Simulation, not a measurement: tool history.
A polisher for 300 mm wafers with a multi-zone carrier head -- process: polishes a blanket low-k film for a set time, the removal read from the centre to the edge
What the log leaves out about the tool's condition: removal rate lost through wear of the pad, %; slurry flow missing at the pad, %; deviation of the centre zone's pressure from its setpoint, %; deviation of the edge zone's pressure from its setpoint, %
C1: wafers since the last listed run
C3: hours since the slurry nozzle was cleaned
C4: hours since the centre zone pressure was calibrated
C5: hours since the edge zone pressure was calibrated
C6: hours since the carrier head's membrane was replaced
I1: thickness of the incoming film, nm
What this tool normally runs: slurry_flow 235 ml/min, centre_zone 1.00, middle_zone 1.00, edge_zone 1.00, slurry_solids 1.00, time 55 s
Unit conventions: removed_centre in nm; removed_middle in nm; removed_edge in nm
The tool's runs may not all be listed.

run 1 hour=0.0 | slurry_flow=235 centre_zone=1.00 middle_zone=1.00 edge_zone=0.91 slurry_solids=1.00 time=55 | C1=0 wafers_polished_on_this_pad=4465 C3=224.2 C4=389.3 C5=258.4 C6=379.1 | I1=406.7 | removed_centre=30.5 removed_middle=29.7 removed_edge=27.8
-- hour=38.8 worn pad replaced by a new one
-- hour=64.3 centre zone pressure recalibrated
run 2 hour=90.2 | slurry_flow=235 centre_zone=1.00 middle_zone=1.00 edge_zone=0.91 slurry_solids=1.00 time=55 | C1=818 wafers_polished_on_this_pad=480 C3=314.4 C4=25.9 C5=348.6 C6=469.3 | I1=415.8 | removed_centre=30.3 removed_middle=29.6 removed_edge=27.8
run 3 hour=147.5 | slurry_flow=235 centre_zone=1.00 middle_zone=1.00 edge_zone=1.00 slurry_solids=1.00 time=55 | C1=557 wafers_polished_on_this_pad=1037 C3=371.7 C4=83.2 C5=405.9 C6=526.6 | I1=413.9 | removed_centre=30.1 removed_middle=29.2 removed_edge=28.9
run 4 hour=243.1 | slurry_flow=235 centre_zone=1.00 middle_zone=1.00 edge_zone=1.00 slurry_solids=1.00 time=55 | C1=929 wafers_polished_on_this_pad=1967 C3=467.3 C4=178.8 C5=501.5 C6=622.2 | I1=408.6 | removed_centre=29.8 removed_middle=29.4 removed_edge=28.9
run 5 hour=320.4 | slurry_flow=235 centre_zone=1.00 middle_zone=1.00 edge_zone=1.00 slurry_solids=1.00 time=55 | C1=751 wafers_polished_on_this_pad=2718 C3=544.6 C4=256.1 C5=578.8 C6=699.5 | I1=408.0 | removed_centre=29.5 removed_middle=28.7 removed_edge=28.9
run 6 hour=424.6 | slurry_flow=200 centre_zone=1.05 middle_zone=1.00 edge_zone=1.00 slurry_solids=1.00 time=42 | C1=1013 wafers_polished_on_this_pad=3731 C3=648.8 C4=360.3 C5=683.0 C6=803.7 | I1=402.2 | removed_centre=22.5 removed_middle=20.9 removed_edge=21.0
run 7 hour=505.5 | slurry_flow=235 centre_zone=1.00 middle_zone=1.00 edge_zone=1.00 slurry_solids=1.00 time=55 | C1=786 wafers_polished_on_this_pad=4518 C3=729.7 C4=441.2 C5=763.9 C6=884.6 | I1=417.0 | removed_centre=28.1 removed_middle=28.1 removed_edge=27.8
-- hour=508.0 centre zone pressure recalibrated
-- hour=544.1 edge zone pressure recalibrated
-- hour=551.6 worn pad replaced by a new one
-- hour=578.2 carrier head's membrane replaced by a new one
run 8 hour=581.4 | slurry_flow=235 centre_zone=1.10 middle_zone=1.00 edge_zone=0.96 slurry_solids=1.00 time=55 | C1=611 wafers_polished_on_this_pad=241 C3=805.6 C4=73.4 C5=37.3 C6=3.2 | I1=412.6 | removed_centre=29.9 removed_middle=27.1 removed_edge=26.7
-- hour=591.2 slurry nozzle cleaned
run 9 hour=628.6 | slurry_flow=310 centre_zone=1.00 middle_zone=0.96 edge_zone=1.00 slurry_solids=1.00 time=66 | C1=449 wafers_polished_on_this_pad=690 C3=37.4 C4=120.6 C5=84.5 C6=50.4 | I1=415.1 | removed_centre=37.2 removed_middle=35.6 removed_edge=35.6
run 10 hour=725.2 | slurry_flow=310 centre_zone=1.00 middle_zone=1.00 edge_zone=1.00 slurry_solids=1.25 time=55 | C1=939 wafers_polished_on_this_pad=1629 C3=134.0 C4=217.2 C5=181.1 C6=147.0 | I1=409.0 | removed_centre=34.4 removed_middle=33.3 removed_edge=33.2
run 11 hour=775.6 | slurry_flow=235 centre_zone=0.95 middle_zone=1.00 edge_zone=1.00 slurry_solids=1.00 time=55 | C1=490 wafers_polished_on_this_pad=2119 C3=184.4 C4=267.6 C5=231.5 C6=197.4 | I1=412.9 | removed_centre=28.4 removed_middle=29.9 removed_edge=29.0
run 12 hour=866.7 | slurry_flow=235 centre_zone=1.00 middle_zone=1.06 edge_zone=1.00 slurry_solids=1.00 time=55 | C1=885 wafers_polished_on_this_pad=3005 C3=275.5 C4=358.7 C5=322.6 C6=288.5 | I1=409.6 | removed_centre=30.4 removed_middle=31.1 removed_edge=29.0
run 13 hour=910.8 | slurry_flow=310 centre_zone=1.00 middle_zone=1.00 edge_zone=1.00 slurry_solids=1.25 time=55 | C1=428 wafers_polished_on_this_pad=3434 C3=319.6 C4=402.8 C5=366.7 C6=332.6 | I1=409.6 | removed_centre=34.1 removed_middle=33.5 removed_edge=33.3
-- hour=965.1 centre zone pressure recalibrated
run 14 hour=1009.6 | slurry_flow=195 centre_zone=1.00 middle_zone=1.00 edge_zone=1.00 slurry_solids=1.00 time=55 | C1=941 wafers_polished_on_this_pad=4375 C3=418.4 C4=44.5 C5=465.5 C6=431.4 | I1=403.9 | removed_centre=28.9 removed_middle=28.3 removed_edge=28.3
-- hour=1088.5 worn pad replaced by a new one
run 15 hour=1093.2 | slurry_flow=235 centre_zone=0.94 middle_zone=1.00 edge_zone=1.00 slurry_solids=0.80 time=55 | C1=773 wafers_polished_on_this_pad=45 C3=502.0 C4=128.1 C5=549.1 C6=515.0 | I1=410.1 | removed_centre=25.0 removed_middle=26.0 removed_edge=25.8
run 16 hour=1184.5 | slurry_flow=235 centre_zone=0.88 middle_zone=1.00 edge_zone=1.00 slurry_solids=1.00 time=38 | C1=887 wafers_polished_on_this_pad=933 C3=593.3 C4=219.4 C5=640.4 C6=606.3 | I1=409.2 | removed_centre=17.6 removed_middle=19.6 removed_edge=19.9
run 17 hour=1280.0 | slurry_flow=235 centre_zone=1.00 middle_zone=1.00 edge_zone=1.00 slurry_solids=0.75 time=55 | C1=928 wafers_polished_on_this_pad=1861 C3=688.8 C4=314.9 C5=735.9 C6=701.8 | I1=409.3 | removed_centre=24.6 removed_middle=24.4 removed_edge=24.5
run 18 hour=1338.3 | slurry_flow=235 centre_zone=1.00 middle_zone=0.95 edge_zone=1.00 slurry_solids=1.00 time=55 | C1=566 wafers_polished_on_this_pad=2428 C3=747.1 C4=373.2 C5=794.2 C6=760.1 | I1=408.6 | removed_centre=27.8 removed_middle=26.3 removed_edge=27.5
-- hour=1389.9 centre zone pressure recalibrated
-- hour=1411.3 slurry nozzle cleaned
run 19 hour=1423.0 | slurry_flow=235 centre_zone=1.00 middle_zone=1.00 edge_zone=1.00 slurry_solids=0.75 time=55 | C1=794 wafers_polished_on_this_pad=3223 C3=11.7 C4=33.1 C5=878.9 C6=844.8 | I1=414.4 | removed_centre=26.5 removed_middle=25.3 removed_edge=25.0
-- hour=1441.4 edge zone pressure recalibrated
run 20 hour=1480.4 | slurry_flow=205 centre_zone=1.00 middle_zone=1.09 edge_zone=1.08 slurry_solids=1.00 time=38 | C1=538 wafers_polished_on_this_pad=3761 C3=69.1 C4=90.5 C5=39.0 C6=902.2 | I1=416.2 | removed_centre=20.7 removed_middle=21.8 removed_edge=20.8

Run-by-run hidden state of the tool:
removal rate lost through wear of the pad, %: 0 in every run
deviation of the centre zone's pressure from its setpoint, %: 0 in every run
deviation of the edge zone's pressure from its setpoint, %: 0 in every run
H1: slurry flow missing at the pad, %
run=1 H1=7.9
run=2 H1=11.6
run=3 H1=14.6
run=4 H1=20.6
run=5 H1=26.6
run=6 H1=36
run=7 H1=44.4
run=8 H1=53.3
run=9 H1=4.45
run=10 H1=5.7
run=11 H1=6.92
run=12 H1=10.1
run=13 H1=12.1
run=14 H1=17.6
run=15 H1=23.4
run=16 H1=31
run=17 H1=40.3
run=18 H1=46.6
run=19 H1=1.29
run=20 H1=1.64
